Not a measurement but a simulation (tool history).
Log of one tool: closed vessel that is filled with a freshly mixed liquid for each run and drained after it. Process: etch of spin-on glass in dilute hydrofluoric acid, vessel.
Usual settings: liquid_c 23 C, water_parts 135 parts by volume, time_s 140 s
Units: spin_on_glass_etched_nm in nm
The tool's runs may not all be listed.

| run | hour | liquid_c | water_parts | time_s | read-back film thickness of the spin-on glass reference wafer, read on the same gauge (nm) | spin_on_glass_etched_nm |
|---|---|---|---|---|---|---|
| 1 | 0 | 23 | 135 | 140 | 140.02 | 29.97 |
| 2 | 53.3 | 23 | 135 | 140 | 139.99 | 30.23 |
| 3 | 123 | 23 | 135 | 140 | 140.01 | 30.32 |
| 4 | 193.9 | 23 | 135 | 115 | 139.98 | 25.16 |
| 5 | 343.8 | 23 | 135 | 115 | 140.01 | 25.22 |
| 6 | 403.3 | 23 | 135 | 115 | 140 | 25.33 |
| 7 | 459.8 | 23 | 135 | 140 | 139.97 | 31.12 |
| 8 | 528.6 | 23 | 160 | 140 | 140 | 25.05 |
| 9 | 581.5 | 23 | 135 | 80 | 139.99 | 17.67 |
| 10 | 648.5 | 23 | 135 | 80 | 140.01 | 17.7 |
| 11 | 707.3 | 20.5 | 135 | 190 | 139.98 | 37.84 |
| 12 | 776 | 23 | 135 | 140 | 140 | 31.49 |
|  | 818.4 | hydrofluoric acid flow meter replaced |
| 13 | 821.7 | 23 | 135 | 140 | 140 | 29.63 |
| 14 | 847.3 | 23 | 135 | 140 | 140.01 | 28.98 |
| 15 | 886.7 | 23 | 135 | 140 | 140 | 29.51 |
|  | 889.9 | gauge calibrated |
| 16 | 926.8 | 24.5 | 110 | 180 | 140 | 51.04 |
| 17 | 973 | 19 | 80 | 165 | 139.99 | 53.22 |
| 18 | 1010.9 | 27 | 200 | 65 | 140 | 9.91 |
| 19 | 1049.7 | 23 | 135 | 140 | 140.02 | 29.66 |
| 20 | 1149.9 | 23 | 135 | 140 | 140 | 29.25 |
| 21 | 1207.8 | 23 | 135 | 140 | 140.01 | 29.27 |
| 22 | 1247.8 | 23 | 135 | 100 | 139.98 | 20.96 |
|  | 1262 | thermometer replaced |
| 23 | 1299.8 | 23 | 100 | 65 | 140.02 | 19.44 |
| 24 | 1357.5 | 21.5 | 160 | 75 | 140.01 | 12.22 |
| 25 | 1422.3 | 18.5 | 115 | 195 | 139.99 | 41.62 |
| 26 | 1489 | 27 | 135 | 140 | 140 | 34.85 |
| 27 | 1526.6 | 25 | 95 | 140 | 140.01 | 48.19 |
| 28 | 1560.8 | 27 | 200 | 140 | 139.99 | 21.94 |
| 29 | 1607.3 | 20.5 | 135 | 140 | 140 | 27.15 |
| 30 | 1638.2 | 27 | 115 | 140 | 140.01 | 42.29 |
| 31 | 1685.6 | 28 | 135 | 205 | 140.01 | 53.69 |
| 32 | 1736.4 | 23 | 135 | 170 | 139.99 | 36.72 |
| 33 | 1790.6 | 23 | 75 | 140 | 140 | 58.01 |

The tool's hidden state at each run:
liquid hotter than its thermometer reads (K): 0 in every run
gauge reads high (%): 0 in every run
H1: hydrofluoric acid flow above the setpoint (%)
| run | H1 |
|---|---|
| 1 | 3.7 |
| 2 | 3.85 |
| 3 | 4.04 |
| 4 | 4.24 |
| 5 | 4.65 |
| 6 | 4.81 |
| 7 | 4.97 |
| 8 | 5.16 |
| 9 | 5.3 |
| 10 | 5.49 |
| 11 | 5.65 |
| 12 | 5.84 |
| 13 | 0.525 |
| 14 | 0.595 |
| 15 | 0.704 |
| 16 | 0.815 |
| 17 | 0.942 |
| 18 | 1.05 |
| 19 | 1.15 |
| 20 | 1.43 |
| 21 | 1.59 |
| 22 | 1.7 |
| 23 | 1.84 |
| 24 | 2 |
| 25 | 2.18 |
| 26 | 2.37 |
| 27 | 2.47 |
| 28 | 2.56 |
| 29 | 2.69 |
| 30 | 2.78 |
| 31 | 2.91 |
| 32 | 3.05 |
| 33 | 3.2 |
